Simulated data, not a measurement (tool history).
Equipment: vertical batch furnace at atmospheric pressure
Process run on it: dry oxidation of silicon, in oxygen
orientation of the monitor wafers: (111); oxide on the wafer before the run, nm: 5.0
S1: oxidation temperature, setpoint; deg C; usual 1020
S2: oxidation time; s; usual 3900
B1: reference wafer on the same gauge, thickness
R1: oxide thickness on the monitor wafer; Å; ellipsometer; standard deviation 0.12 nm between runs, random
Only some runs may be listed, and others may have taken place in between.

run   hour    S1    S2     B1      R1
  1    0.0  1029  5190  72.46  1033.7
  2   34.3  1029  5190  72.48  1036.5
  3   60.6  1020  3900  72.51   818.1
  4   93.9  1020  3900  72.47   818.6
  5  129.6  1020  3900  72.51   818.7
  6  148.4  1020  3300  72.51   736.1
     184.1  -- thermocouples replaced and temperature profile calibrated
  7  184.6  1020  3300  72.53   716.5
  8  188.8  1038  3900  72.51   895.5
  9  200.4  1038  3900  72.49   894.2
     212.5  -- gauge calibrated
 10  218.2  1038  3900  72.49   894.7
 11  237.8  1020  4440  72.53   863.9
 12  255.1  1020  4440  72.51   866.4
 13  281.7  1020  4440  72.47   864.5
     323.5  -- boat lift adjusted
 14  324.0  1030  3900  72.47   868.8
 15  338.7   998  5370  72.46   854.8
 16  355.1  1029  3420  72.50   793.2
 17  374.3  1020  3900  72.52   817.6
 18  405.5  1009  3180  72.52   661.8
 19  426.3  1020  3900  72.52   813.2
 20  442.0  1020  3900  72.54   814.1
 21  463.5   995  3900  72.51   679.6
 22  480.5  1031  4680  72.51   977.8
 23  503.3  1007  2580  72.50   568.3
 24  531.2  1031  2880  72.48   723.0
 25  562.2  1030  3900  72.51   866.7
 26  574.8  1020  3900  72.49   814.7
 27  592.4   996  2370  72.50   494.2
 28  609.3  1001  3900  72.48   708.5

State the hidden condition of the tool at each of the runs:
gauge reads high (%): 0 at every run
H1: true tube temperature minus thermocouple reading, K
H2: monitor wafer colder than the profiled boat position, K
run     H1     H2
  1   3.65    3.5
  2   3.77   3.54
  3   3.86   3.57
  4   3.98   3.61
  5    4.1   3.65
  6   4.17   3.67
  7  0.398   3.71
  8  0.398   3.72
  9  0.398   3.73
 10  0.399   3.75
 11  0.401   3.78
 12  0.402    3.8
 13  0.406   3.83
 14  0.415  0.398
 15  0.419  0.415
 16  0.424  0.434
 17   0.43  0.456
 18  0.441  0.492
 19  0.449  0.516
 20  0.456  0.535
 21  0.466  0.559
 22  0.475  0.579
 23  0.487  0.605
 24  0.503  0.638
 25  0.523  0.674
 26  0.531  0.688
 27  0.543  0.708
 28  0.556  0.728

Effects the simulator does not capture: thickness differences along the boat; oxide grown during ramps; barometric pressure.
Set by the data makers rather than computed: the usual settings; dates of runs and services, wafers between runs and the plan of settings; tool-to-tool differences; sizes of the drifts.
